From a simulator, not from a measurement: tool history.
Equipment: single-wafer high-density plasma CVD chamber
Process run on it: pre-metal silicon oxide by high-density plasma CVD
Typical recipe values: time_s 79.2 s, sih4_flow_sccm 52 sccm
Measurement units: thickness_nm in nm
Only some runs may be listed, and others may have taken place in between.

run,hour,time_s,sih4_flow_sccm,wafers since the last listed run,hours since the silane flow controller was replaced,hours since the gauge calibration,"read-back reference wafer on the same gauge, thickness_nm",thickness_nm
1,0.0,79.2,52,0,3994.7,206.8,484.118,408.378
2,21.4,69.6,57,319,4016.1,228.2,483.870,394.517
3,34.0,79.2,57,188,4028.7,240.8,483.687,448.932
4,49.3,79.2,57,228,4044.0,256.1,483.846,447.549
5,63.1,79.2,52,206,4057.8,269.9,483.996,406.153
6,80.1,79.2,52,254,4074.8,286.9,483.956,407.447
7,100.7,79.2,56,307,4095.4,307.5,483.869,438.331
8,123.4,79.2,56,339,4118.1,330.2,484.073,439.346
9,135.9,79.2,52,186,4130.6,342.7,483.872,406.691
10,156.8,79.2,52,312,4151.5,363.6,484.186,408.454
11,178.4,79.2,52,322,4173.1,385.2,484.024,407.283
12,205.7,79.2,52,408,4200.4,412.5,483.804,408.003
13,234.3,79.2,52,427,4229.0,441.1,483.930,405.246
14,257.3,79.2,46,343,4252.0,464.1,484.231,359.182
15,289.8,86.7,55,485,4284.5,496.6,483.814,470.033
16,325.8,79.2,52,538,4320.5,532.6,484.012,405.559
17,348.4,79.2,52,337,4343.1,555.2,483.793,405.458
18,370.4,71.2,43,328,4365.1,577.2,484.122,302.037
19,384.6,94.6,44,212,4379.3,591.4,484.205,409.546
# hour 384.7: gauge calibrated
20,417.3,79.2,52,488,4412.0,32.6,484.418,404.207
# hour 430.0: silane flow controller replaced
21,434.2,89.2,61,133,4.2,49.5,483.856,564.565
22,451.6,93.3,47,260,21.6,66.9,483.911,456.735
23,557.7,79.2,48,1585,127.7,173.0,483.802,394.872
24,592.1,79.2,52,514,162.1,207.4,484.033,427.009
25,618.8,71.8,56,399,188.8,234.1,484.097,416.976
26,651.3,93.6,48,485,221.3,266.6,483.649,466.111
27,678.7,72.0,47,409,248.7,294.0,484.032,351.534
28,708.5,79.2,42,445,278.5,323.8,483.702,345.287

Consider 5 possible next runs. They are alternatives, not a sequence: every one starts from the tool as it was left by run 28. What does each give?
A,708.9,73.0,52,5,278.9,324.2,?,?
B,708.9,68.6,61,5,278.9,324.2,?,?
C,708.9,84.6,49,5,278.9,324.2,?,?
D,708.9,84.9,52,5,278.9,324.2,?,?
E,708.9,79.2,43,5,278.9,324.2,?,?

run,"read-back reference wafer on the same gauge, thickness_nm",thickness_nm
A,484.214,395.004
B,484.214,435.441
C,484.214,431.362
D,484.214,459.395
E,484.214,354.379
The same runs, with their run-to-run variation unchanged, on a tool lacking any hidden condition would have given:
run,thickness_nm
A,395.767
B,436.283
C,432.196
D,460.283
E,355.065
